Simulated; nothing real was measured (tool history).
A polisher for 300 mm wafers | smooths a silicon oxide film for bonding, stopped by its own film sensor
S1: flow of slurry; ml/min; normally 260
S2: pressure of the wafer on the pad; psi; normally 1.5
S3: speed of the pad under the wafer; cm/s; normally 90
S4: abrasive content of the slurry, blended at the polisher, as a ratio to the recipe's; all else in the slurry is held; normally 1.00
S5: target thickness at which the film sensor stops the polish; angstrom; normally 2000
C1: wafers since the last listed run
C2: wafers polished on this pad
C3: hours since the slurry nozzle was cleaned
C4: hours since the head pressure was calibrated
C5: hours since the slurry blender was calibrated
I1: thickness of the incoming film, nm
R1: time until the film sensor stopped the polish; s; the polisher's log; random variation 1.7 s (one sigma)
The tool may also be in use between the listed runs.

| run | hour | S1 | S2 | S3 | S4 | S5 | C1 | C2 | C3 | C4 | C5 | I1 | R1 |
|---|---|---|---|---|---|---|---|---|---|---|---|---|---|
| 1 | 0.0 | 260 | 1.5 | 108 | 1.00 | 2000 | 0 | 1996 | 164.7 | 776.6 | 96.5 | 257.7 | 102.5 |
| 2 | 51.6 | 260 | 1.5 | 108 | 1.00 | 2000 | 424 | 2421 | 216.3 | 828.2 | 148.1 | 261.4 | 105.5 |
| 3 | 110.1 | 260 | 1.5 | 108 | 1.00 | 2000 | 481 | 2903 | 274.8 | 886.7 | 206.6 | 258.7 | 102.2 |
|  | 149.0 | worn pad replaced by a new one |
| 4 | 198.5 | 220 | 1.5 | 90 | 1.00 | 2000 | 695 | 407 | 363.2 | 975.1 | 295.0 | 256.4 | 112.2 |
|  | 217.3 | slurry nozzle cleaned |
| 5 | 236.4 | 260 | 1.5 | 90 | 1.00 | 2000 | 303 | 711 | 19.1 | 1013.0 | 332.9 | 258.7 | 116.1 |
|  | 289.7 | head pressure recalibrated |
|  | 302.7 | slurry blender recalibrated |
| 6 | 339.2 | 260 | 1.4 | 90 | 1.00 | 2000 | 813 | 1525 | 121.9 | 49.5 | 36.5 | 257.3 | 131.0 |
| 7 | 440.0 | 260 | 1.4 | 90 | 1.00 | 2000 | 830 | 2355 | 222.7 | 150.3 | 137.3 | 257.4 | 130.7 |
|  | 491.2 | worn pad replaced by a new one |
| 8 | 534.7 | 260 | 1.4 | 90 | 1.00 | 2000 | 746 | 358 | 317.4 | 245.0 | 232.0 | 260.0 | 138.6 |
| 9 | 630.7 | 260 | 1.5 | 90 | 1.00 | 2000 | 790 | 1149 | 413.4 | 341.0 | 328.0 | 258.7 | 123.5 |
|  | 634.4 | slurry nozzle cleaned |
|  | 684.0 | slurry blender recalibrated |
| 10 | 738.2 | 260 | 1.5 | 90 | 1.00 | 2000 | 860 | 2009 | 103.8 | 448.5 | 54.2 | 264.0 | 132.9 |
| 11 | 843.2 | 260 | 1.5 | 90 | 1.00 | 2000 | 864 | 2874 | 208.8 | 553.5 | 159.2 | 258.5 | 118.8 |
|  | 853.6 | worn pad replaced by a new one |
| 12 | 900.4 | 260 | 1.5 | 90 | 1.00 | 1840 | 438 | 385 | 266.0 | 610.7 | 216.4 | 257.9 | 150.3 |
| 13 | 941.2 | 260 | 1.5 | 90 | 1.00 | 1840 | 336 | 721 | 306.8 | 651.5 | 257.2 | 257.6 | 148.0 |
| 14 | 1012.9 | 260 | 1.5 | 90 | 1.00 | 2090 | 590 | 1312 | 378.5 | 723.2 | 328.9 | 262.6 | 107.1 |
|  | 1031.7 | slurry nozzle cleaned |
|  | 1055.3 | slurry blender recalibrated |
| 15 | 1104.9 | 260 | 1.7 | 90 | 1.00 | 2000 | 732 | 2045 | 73.2 | 815.2 | 49.6 | 264.3 | 114.3 |
| 16 | 1144.1 | 260 | 1.5 | 90 | 1.00 | 2000 | 322 | 2367 | 112.4 | 854.4 | 88.8 | 261.4 | 123.2 |
| 17 | 1229.5 | 260 | 1.1 | 70 | 1.00 | 2000 | 703 | 3071 | 197.8 | 939.8 | 174.2 | 261.6 | 206.2 |
|  | 1268.3 | worn pad replaced by a new one |
| 18 | 1268.9 | 315 | 1.5 | 90 | 1.00 | 2120 | 291 | 4 | 237.2 | 979.2 | 213.6 | 261.2 | 95.0 |
| 19 | 1352.3 | 310 | 1.3 | 120 | 1.00 | 2000 | 686 | 691 | 320.6 | 1062.6 | 297.0 | 261.4 | 108.3 |
| 20 | 1398.4 | 205 | 1.5 | 90 | 1.00 | 2000 | 379 | 1071 | 366.7 | 1108.7 | 343.1 | 262.6 | 125.8 |
|  | 1423.8 | head pressure recalibrated |
|  | 1432.1 | slurry blender recalibrated |
|  | 1444.5 | slurry nozzle cleaned |
| 21 | 1446.9 | 310 | 1.5 | 90 | 1.00 | 1820 | 358 | 1429 | 2.4 | 23.1 | 14.8 | 263.7 | 173.6 |
| 22 | 1537.2 | 260 | 1.5 | 90 | 1.00 | 2000 | 743 | 2173 | 92.7 | 113.4 | 105.1 | 263.2 | 135.3 |
| 23 | 1593.6 | 260 | 1.5 | 90 | 1.00 | 2000 | 464 | 2637 | 149.1 | 169.8 | 161.5 | 259.9 | 127.2 |
|  | 1610.6 | worn pad replaced by a new one |
| 24 | 1688.8 | 260 | 1.5 | 90 | 1.00 | 2200 | 751 | 644 | 244.3 | 265.0 | 256.7 | 257.1 | 79.2 |
| 25 | 1771.8 | 290 | 1.5 | 120 | 1.00 | 2000 | 683 | 1327 | 327.3 | 348.0 | 339.7 | 264.0 | 104.4 |
|  | 1799.2 | slurry nozzle cleaned |
|  | 1808.9 | slurry blender recalibrated |
| 26 | 1814.5 | 260 | 1.8 | 90 | 1.00 | 2000 | 326 | 1654 | 15.3 | 390.7 | 5.6 | 261.1 | 106.6 |
| 27 | 1887.9 | 260 | 1.4 | 90 | 1.00 | 1940 | 604 | 2259 | 88.7 | 464.1 | 79.0 | 259.6 | 146.1 |

Alternative continuations, all from the tool just after run 27; predict every row:
| A | 1888.4 | 260 | 1.5 | 90 | 1.00 | 2000 | 4 | 2263 | 89.2 | 464.6 | 79.5 | 258.9 | ? |
| B | 1888.4 | 220 | 1.9 | 72 | 0.75 | 2000 | 4 | 2263 | 89.2 | 464.6 | 79.5 | 258.9 | ? |
| C | 1888.4 | 260 | 1.5 | 80 | 1.25 | 2000 | 4 | 2263 | 89.2 | 464.6 | 79.5 | 258.9 | ? |

| run | R1 |
|---|---|
| A | 120.5 |
| B | 144.4 |
| C | 116.6 |
What these runs would have given with no unlogged condition in the tool:
| run | R1 |
|---|---|
| A | 128.2 |
| B | 153.6 |
| C | 124.1 |
